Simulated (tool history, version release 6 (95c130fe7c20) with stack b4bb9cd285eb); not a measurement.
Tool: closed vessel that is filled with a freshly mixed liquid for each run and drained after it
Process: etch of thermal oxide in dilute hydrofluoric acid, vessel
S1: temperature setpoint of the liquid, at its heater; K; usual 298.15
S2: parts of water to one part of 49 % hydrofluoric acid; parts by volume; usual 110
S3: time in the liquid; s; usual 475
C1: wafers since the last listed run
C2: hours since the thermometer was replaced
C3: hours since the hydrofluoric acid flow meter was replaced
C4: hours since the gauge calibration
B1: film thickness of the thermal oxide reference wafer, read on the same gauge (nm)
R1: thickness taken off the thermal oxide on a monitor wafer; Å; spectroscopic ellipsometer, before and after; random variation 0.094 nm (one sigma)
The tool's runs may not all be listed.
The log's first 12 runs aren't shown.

run     day      S1   S2   S3    C1     C2     C3     C4     B1     R1
 13   6.171  296.15   85  475   398   25.9   80.8   50.2  49.96  244.6
 14   6.892  298.15   65  335  1077   43.2   98.1   67.5  49.99  251.6
 15   7.529  298.15  110  475   953   58.5  113.4   82.8  50.02  197.6
 16   8.154  297.15  110  475   934   73.5  128.4   97.8  49.98  191.1
 17   8.792  301.15  140  650   953   88.8  143.7  113.1  50.06  229.6
 18   9.258  303.15   95  395   697  100.0  154.9  124.3  50.00  236.3
 19   9.900  294.15  125  550   959  115.4  170.3  139.7  50.00  170.4
 20  10.362  298.15  110  635   691  126.5  181.4  150.8  49.98  266.0
 21  10.696  298.15  125  475   498  134.5  189.4  158.8  49.98  171.8
 22  11.083  298.15  110  475   579  143.8  198.7  168.1  50.03  200.5
 23  11.383  295.15   85  625   448  151.0  205.9  175.3  49.98  311.0
 24  11.804  298.15  110  475   629  161.1  216.0  185.4  49.99  198.2
 25  12.429  298.15  110  475   934  176.1  231.0  200.4  50.01  197.6
 26  12.992  295.65   80  710   840  189.6  244.5  213.9  50.00  386.1
 27  13.638  296.65   65  390   965  205.1  260.0  229.4  50.00  279.7
 28  14.238  298.15   75  720   896  219.5  274.4  243.8  50.01  465.7
 29  14.562  300.65  155  475   485  227.3  282.2  251.6  50.00  148.0
 30  15.308  298.15  110  320  1114  245.2  300.1  269.5  50.00  136.4
     15.625  -- gauge calibrated
 31  15.750  303.15  150  630   660  255.8  310.7    3.0  50.02  223.5
 32  16.096  295.15   80  475   516  264.1  319.0   11.3  50.05  253.8
 33  16.771  300.65  140  580  1009  280.3  335.2   27.5  49.99  202.7
 34  17.183  298.15  110  475   616  290.2  345.1   37.4  49.99  201.5
 35  17.875  298.15  110  475  1033  306.8  361.7   54.0  49.98  201.7

Forecast each of these 3 alternatives for the next run:
  A  17.908  298.15   65  475  49  307.6  362.5  54.8   ?   ?
  B  17.908  296.15  110  665  49  307.6  362.5  54.8   ?   ?
  C  17.908  300.65  140  305  49  307.6  362.5  54.8   ?   ?

run     B1     R1
  A  49.98  358.4
  B  49.98  258.6
  C  49.98  106.7
Without the tool's hidden state the same runs would have given:
run     R1
  A  352.1
  B  254.2
  C  105.0
